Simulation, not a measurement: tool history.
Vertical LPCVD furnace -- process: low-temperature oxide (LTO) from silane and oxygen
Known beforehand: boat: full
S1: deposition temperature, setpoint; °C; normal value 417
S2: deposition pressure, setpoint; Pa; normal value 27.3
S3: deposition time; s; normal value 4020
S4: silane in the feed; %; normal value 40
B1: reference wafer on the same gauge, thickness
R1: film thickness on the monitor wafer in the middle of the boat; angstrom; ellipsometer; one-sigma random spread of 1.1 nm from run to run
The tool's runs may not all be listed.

{"run": 1, "hour": 0.0, "S1": 417, "S2": 27.3, "S3": 4020, "S4": 40, "B1": 568.15, "R1": 6994.2}
{"hour": 5.9, "done": "gauge calibrated"}
{"run": 2, "hour": 15.9, "S1": 417, "S2": 27.3, "S3": 4020, "S4": 40, "B1": 568.03, "R1": 7010.5}
{"run": 3, "hour": 29.8, "S1": 417, "S2": 27.3, "S3": 4020, "S4": 40, "B1": 568, "R1": 7025.2}
{"run": 4, "hour": 40.3, "S1": 417, "S2": 27.3, "S3": 4020, "S4": 40, "B1": 568.11, "R1": 7007.1}
{"run": 5, "hour": 55.7, "S1": 417, "S2": 27.3, "S3": 4020, "S4": 40, "B1": 567.86, "R1": 7011.5}
{"run": 6, "hour": 113.8, "S1": 417, "S2": 27.3, "S3": 4020, "S4": 40, "B1": 567.91, "R1": 6983.9}
{"run": 7, "hour": 126.4, "S1": 411, "S2": 27.3, "S3": 4020, "S4": 40, "B1": 568.34, "R1": 6575.3}
{"hour": 155.1, "done": "silane flow controller replaced"}
{"hour": 211.6, "done": "thermocouples replaced and temperature profile calibrated"}
{"run": 8, "hour": 212.1, "S1": 411, "S2": 27.3, "S3": 4020, "S4": 40, "B1": 567.85, "R1": 6368.7}
{"run": 9, "hour": 217.8, "S1": 417, "S2": 27.3, "S3": 4020, "S4": 40, "B1": 568.19, "R1": 6771.4}
{"hour": 247.0, "done": "pressure gauge zeroed"}
{"run": 10, "hour": 247.5, "S1": 417, "S2": 27.3, "S3": 4020, "S4": 40, "B1": 568.18, "R1": 7162.4}
{"run": 11, "hour": 253.2, "S1": 426, "S2": 27.3, "S3": 5220, "S4": 42, "B1": 567.68, "R1": 10725.8}
{"run": 12, "hour": 262.1, "S1": 417, "S2": 27.3, "S3": 4440, "S4": 42, "B1": 567.8, "R1": 8306.2}
{"hour": 279.6, "done": "gauge calibrated"}
{"run": 13, "hour": 281.7, "S1": 417, "S2": 27.3, "S3": 4020, "S4": 40, "B1": 567.66, "R1": 7146.1}
{"run": 14, "hour": 304.3, "S1": 407, "S2": 33.3, "S3": 4020, "S4": 40, "B1": 568.05, "R1": 7852.8}
{"run": 15, "hour": 323.3, "S1": 417, "S2": 34, "S3": 4020, "S4": 38, "B1": 567.97, "R1": 8381.4}
{"run": 16, "hour": 343.2, "S1": 417, "S2": 27.3, "S3": 4020, "S4": 47, "B1": 568.29, "R1": 8422.6}
{"run": 17, "hour": 354.8, "S1": 412, "S2": 30, "S3": 4020, "S4": 36, "B1": 568.19, "R1": 6558}
{"run": 18, "hour": 366.3, "S1": 411, "S2": 20.7, "S3": 4650, "S4": 37, "B1": 568, "R1": 5357.9}
{"run": 19, "hour": 375.4, "S1": 428, "S2": 27.3, "S3": 4020, "S4": 34, "B1": 567.81, "R1": 6577.3}

5 ways to go on from here, each from the tool as it stands after run 19. What would each give?
{"run": "A", "hour": 381.2, "S1": 417, "S2": 27.3, "S3": 4020, "S4": 40, "B1": "?", "R1": "?"}
{"run": "B", "hour": 381.2, "S1": 417, "S2": 27.3, "S3": 4020, "S4": 45, "B1": "?", "R1": "?"}
{"run": "C", "hour": 381.2, "S1": 424, "S2": 27.3, "S3": 4020, "S4": 44, "B1": "?", "R1": "?"}
{"run": "D", "hour": 381.2, "S1": 423, "S2": 27.3, "S3": 5460, "S4": 40, "B1": "?", "R1": "?"}
{"run": "E", "hour": 381.2, "S1": 425, "S2": 27.3, "S3": 4020, "S4": 40, "B1": "?", "R1": "?"}

run=A B1=567.97 R1=7167.4
run=B B1=567.97 R1=8108.9
run=C B1=567.97 R1=8498.3
run=D B1=567.97 R1=10347.5
run=E B1=567.97 R1=7772.7
Take away the tool's hidden state, keep each run's random variation, and the runs would have read:
run=A R1=7106.5
run=B R1=8042.4
run=C R1=8429.7
run=D R1=10261.3
run=E R1=7708.4

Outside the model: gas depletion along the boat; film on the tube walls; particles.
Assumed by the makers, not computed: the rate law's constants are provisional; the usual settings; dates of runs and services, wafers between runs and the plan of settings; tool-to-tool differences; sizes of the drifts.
